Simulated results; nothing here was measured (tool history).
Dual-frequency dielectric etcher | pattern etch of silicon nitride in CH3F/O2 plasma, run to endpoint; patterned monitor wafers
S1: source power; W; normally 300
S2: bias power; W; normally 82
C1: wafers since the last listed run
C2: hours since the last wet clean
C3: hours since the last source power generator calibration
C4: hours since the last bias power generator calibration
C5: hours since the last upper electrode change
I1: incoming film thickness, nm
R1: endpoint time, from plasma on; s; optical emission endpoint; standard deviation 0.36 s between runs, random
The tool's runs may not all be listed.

run    hour   S1  S2    C1     C2      C3      C4      C5    I1     R1
  1       0  300  82     0   15.8  1617.3  2530.4    2339  92.2     98
  2    63.2  300  82   433     79  1680.5  2593.6  2402.2  91.1     97
  3   118.3  300  82   377  134.1  1735.6  2648.7  2457.3  92.3   98.7
  4   215.9  300  82   668  231.7  1833.2  2746.3  2554.9  90.6   96.3
  5   243.8  300  90   191  259.6  1861.1  2774.2  2582.8  91.9   94.2
  6   304.8  300  90   418  320.6  1922.1  2835.2  2643.8  91.8   94.8
  7   372.8  300  82   466  388.6  1990.1  2903.2  2711.8    92   97.2
      413.5  -- upper electrode replaced
  8   435.6  300  82   265  451.4  2052.9    2966    22.1  91.3   97.3
  9   469.2  300  68   230    485  2086.5  2999.6    55.7  91.7  103.9
      518.9  -- wet clean of the chamber
 10   536.4  360  82   296   17.5  2153.7  3066.8   122.9  91.4     90
 11   581.1  360  82   306   62.2  2198.4  3111.5   167.6  91.9     91
 12   771.2  300  71  1303  252.3  2388.5  3301.6   357.7  91.9    103
 13     836  300  71   444  317.1  2453.3  3366.4   422.5  92.1  102.9
 14   891.2  330  94   378  372.3  2508.5  3421.6   477.7    92   90.2
 15   930.2  250  82   267  411.3  2547.5  3460.6   516.7  91.6  104.3
      977.1  -- source power generator calibrated
      995.5  -- wet clean of the chamber
 16     996  280  97   297    0.5    18.9  3526.4   582.5  92.4   96.7
 17  1163.4  300  82  1147  167.9   186.3  3693.8   749.9  92.2   99.1
 18  1227.6  230  75   440  232.1   250.5    3758   814.1    91  111.8
 19  1275.6  230  82   329  280.1   298.5    3806   862.1    92  109.6
 20  1335.4  330  92   409  339.9   358.3  3865.8   921.9  91.8   90.8
     1384.1  -- bias power generator calibrated
 21  1384.6  350  66   309  389.1   407.5     0.5   971.1  92.1   99.5
 22  1409.3  300  82   169  413.8   432.2    25.2   995.8  92.9   99.8
 23  1436.6  370  75   187  441.1   459.5    52.5  1023.1  91.6     93
 24    1497  300  82   414  501.5   519.9   112.9  1083.5  92.5   99.2
 25  1524.8  340  82   190  529.3   547.7   140.7  1111.3  91.7   93.2
       1569  -- wet clean of the chamber
 26    1585  260  65   248     16   607.9   200.9  1171.5  92.1  112.6
 27    1655  250  64   479     86   677.9   270.9  1241.5  91.9  114.6
 28  1691.4  250  64   249  122.4   714.3   307.3  1277.9  92.3  115.3
 29  1727.5  300  77   247  158.5   750.4   343.4    1314  92.6  100.9
 30  1774.9  260  63   324  205.9   797.8   390.8  1361.4  92.3  114.3

The next listed run, before its measurement:
 31  1837.9  340  93  431  268.9  860.8  453.8  1424.4  91.5   ?

{"run 31": {"R1": 89.1}}
Without the tool's hidden state the same run would have given R1 90 s.

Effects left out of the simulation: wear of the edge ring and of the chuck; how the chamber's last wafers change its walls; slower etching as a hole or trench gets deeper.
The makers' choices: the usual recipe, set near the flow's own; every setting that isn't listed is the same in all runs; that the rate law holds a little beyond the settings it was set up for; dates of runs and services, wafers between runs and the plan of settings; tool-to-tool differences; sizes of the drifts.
